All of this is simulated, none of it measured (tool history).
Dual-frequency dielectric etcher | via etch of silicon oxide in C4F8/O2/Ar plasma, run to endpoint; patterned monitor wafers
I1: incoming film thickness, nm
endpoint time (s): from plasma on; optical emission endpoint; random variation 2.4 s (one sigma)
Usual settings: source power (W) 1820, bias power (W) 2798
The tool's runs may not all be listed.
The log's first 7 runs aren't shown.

Run 8, day 6.004: usual settings; I1 1548.8. Result: endpoint time (s) 260.6.
Run 9, day 7.025: usual settings but source power (W) 2170; I1 1541.1. Result: endpoint time (s) 246.7.
At day 11.088: wet clean of the chamber.
Run 10, day 11.108: usual settings; I1 1545. Result: endpoint time (s) 268.6.
Run 11, day 12.583: usual settings but bias power (W) 2584; I1 1527.9. Result: endpoint time (s) 272.7.
Run 12, day 13.433: usual settings but bias power (W) 2584; I1 1545.3. Result: endpoint time (s) 272.2.
At day 14.954: upper electrode replaced, of another model than before.
Run 13, day 14.975: usual settings; I1 1525.4. Result: endpoint time (s) 264.2.
At day 15.671: bias power generator calibrated.
Run 14, day 15.692: usual settings; I1 1536. Result: endpoint time (s) 261.5.
At day 16.046: source power generator calibrated.
Run 15, day 18.296: usual settings but source power (W) 2060, bias power (W) 3095; I1 1547.7. Result: endpoint time (s) 245.1.
Run 16, day 19.454: usual settings but source power (W) 2120; I1 1533.7. Result: endpoint time (s) 242.7.
Run 17, day 20.258: usual settings but source power (W) 2060; I1 1538. Result: endpoint time (s) 246.3.
Run 18, day 21.662: usual settings; I1 1530.4. Result: endpoint time (s) 257.2.
Run 19, day 23.992: usual settings; I1 1544.6. Result: endpoint time (s) 265.5.
At day 25.542: wet clean of the chamber.
Run 20, day 25.562: usual settings but source power (W) 1660, bias power (W) 3091; I1 1531.9. Result: endpoint time (s) 280.
Run 21, day 26.008: usual settings but source power (W) 1380; I1 1552.4. Result: endpoint time (s) 316.5.
Run 22, day 27.104: usual settings; I1 1540.8. Result: endpoint time (s) 275.6.
Run 23, day 28.021: usual settings but source power (W) 2000, bias power (W) 2493; I1 1536.8. Result: endpoint time (s) 263.1.
Run 24, day 29.204: usual settings but bias power (W) 2584; I1 1551. Result: endpoint time (s) 275.8.
Run 25, day 30.075: usual settings but source power (W) 2200, bias power (W) 2101; I1 1544.6. Result: endpoint time (s) 255.2.

The next listed run, before its measurement:
Run 26, day 31.529: usual settings but source power (W) 2030, bias power (W) 2600; I1 1541.8. Result: endpoint time (s) ?.

{"run 26": {"endpoint time (s)": 256.5}}
Without the tool's hidden state the same run would have given endpoint time (s) 259.5.

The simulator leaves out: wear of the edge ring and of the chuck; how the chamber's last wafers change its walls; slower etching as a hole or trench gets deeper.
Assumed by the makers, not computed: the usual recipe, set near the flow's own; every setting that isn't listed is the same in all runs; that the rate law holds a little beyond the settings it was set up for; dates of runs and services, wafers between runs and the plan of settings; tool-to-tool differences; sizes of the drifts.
